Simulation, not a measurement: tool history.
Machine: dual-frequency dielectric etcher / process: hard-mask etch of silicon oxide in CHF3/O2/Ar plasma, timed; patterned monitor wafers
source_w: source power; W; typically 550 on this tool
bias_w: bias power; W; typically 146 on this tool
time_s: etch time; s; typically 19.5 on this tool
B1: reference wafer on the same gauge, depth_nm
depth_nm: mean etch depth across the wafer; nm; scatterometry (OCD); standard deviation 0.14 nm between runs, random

{"run": 1, "hour": 0.0, "source_w": 550, "bias_w": 167, "time_s": 19.5, "B1": 35.68, "depth_nm": 36.55}
{"run": 2, "hour": 62.1, "source_w": 550, "bias_w": 167, "time_s": 19.5, "B1": 35.7, "depth_nm": 36.15}
{"run": 3, "hour": 150.3, "source_w": 590, "bias_w": 146, "time_s": 19.5, "B1": 35.72, "depth_nm": 34.71}
{"run": 4, "hour": 245.8, "source_w": 590, "bias_w": 146, "time_s": 19.5, "B1": 35.72, "depth_nm": 34.47}
{"run": 5, "hour": 345.1, "source_w": 550, "bias_w": 146, "time_s": 19.5, "B1": 35.69, "depth_nm": 33.53}
{"run": 6, "hour": 387.3, "source_w": 550, "bias_w": 146, "time_s": 19.5, "B1": 35.72, "depth_nm": 33.5}
{"run": 7, "hour": 454.0, "source_w": 550, "bias_w": 146, "time_s": 19.5, "B1": 35.69, "depth_nm": 33.61}
{"hour": 543.8, "done": "source power generator calibrated"}
{"hour": 546.7, "done": "bias power generator calibrated"}
{"hour": 579.8, "done": "wet clean of the chamber"}
{"run": 8, "hour": 777.4, "source_w": 550, "bias_w": 146, "time_s": 19.5, "B1": 35.7, "depth_nm": 34.26}
{"run": 9, "hour": 872.8, "source_w": 550, "bias_w": 146, "time_s": 19.5, "B1": 35.7, "depth_nm": 34.29}
{"run": 10, "hour": 932.6, "source_w": 550, "bias_w": 146, "time_s": 19.5, "B1": 35.7, "depth_nm": 34.03}
{"run": 11, "hour": 1005.8, "source_w": 550, "bias_w": 146, "time_s": 19.5, "B1": 35.7, "depth_nm": 34.27}
{"hour": 1073.2, "done": "wet clean of the chamber"}
{"run": 12, "hour": 1081.0, "source_w": 550, "bias_w": 146, "time_s": 19.5, "B1": 35.72, "depth_nm": 34.11}
{"run": 13, "hour": 1130.1, "source_w": 550, "bias_w": 146, "time_s": 19.5, "B1": 35.7, "depth_nm": 34.18}
{"run": 14, "hour": 1188.6, "source_w": 490, "bias_w": 111, "time_s": 21, "B1": 35.72, "depth_nm": 30.22}
{"run": 15, "hour": 1234.4, "source_w": 550, "bias_w": 121, "time_s": 19.5, "B1": 35.71, "depth_nm": 31.1}
{"hour": 1273.9, "done": "upper electrode replaced"}
{"run": 16, "hour": 1313.0, "source_w": 550, "bias_w": 146, "time_s": 19.5, "B1": 35.72, "depth_nm": 34.02}
{"run": 17, "hour": 1363.7, "source_w": 550, "bias_w": 112, "time_s": 14.5, "B1": 35.71, "depth_nm": 22.26}
{"run": 18, "hour": 1400.5, "source_w": 660, "bias_w": 118, "time_s": 15, "B1": 35.71, "depth_nm": 25.36}
{"run": 19, "hour": 1483.0, "source_w": 550, "bias_w": 166, "time_s": 14.5, "B1": 35.72, "depth_nm": 27.15}
{"run": 20, "hour": 1528.2, "source_w": 430, "bias_w": 133, "time_s": 22.5, "B1": 35.68, "depth_nm": 34.32}
{"hour": 1580.0, "done": "wet clean of the chamber"}
{"run": 21, "hour": 1580.5, "source_w": 600, "bias_w": 122, "time_s": 15, "B1": 35.7, "depth_nm": 24.86}
{"run": 22, "hour": 1609.0, "source_w": 630, "bias_w": 146, "time_s": 19.5, "B1": 35.68, "depth_nm": 36.04}
{"run": 23, "hour": 1657.0, "source_w": 610, "bias_w": 146, "time_s": 19.5, "B1": 35.71, "depth_nm": 35.75}
{"run": 24, "hour": 1826.7, "source_w": 550, "bias_w": 146, "time_s": 19.5, "B1": 35.71, "depth_nm": 34.24}

Run 25, settings as shown, results not yet in. Your forecast:
{"hour": 1857.7, "done": "gauge calibrated"}
{"run": 25, "hour": 1900.9, "source_w": 550, "bias_w": 146, "time_s": 16.5, "B1": "?", "depth_nm": "?"}

Run 25 produced B1 35.69, depth_nm 28.85 nm.
Minus the tool's unlogged condition, the same run would have read depth_nm 28.95 nm.

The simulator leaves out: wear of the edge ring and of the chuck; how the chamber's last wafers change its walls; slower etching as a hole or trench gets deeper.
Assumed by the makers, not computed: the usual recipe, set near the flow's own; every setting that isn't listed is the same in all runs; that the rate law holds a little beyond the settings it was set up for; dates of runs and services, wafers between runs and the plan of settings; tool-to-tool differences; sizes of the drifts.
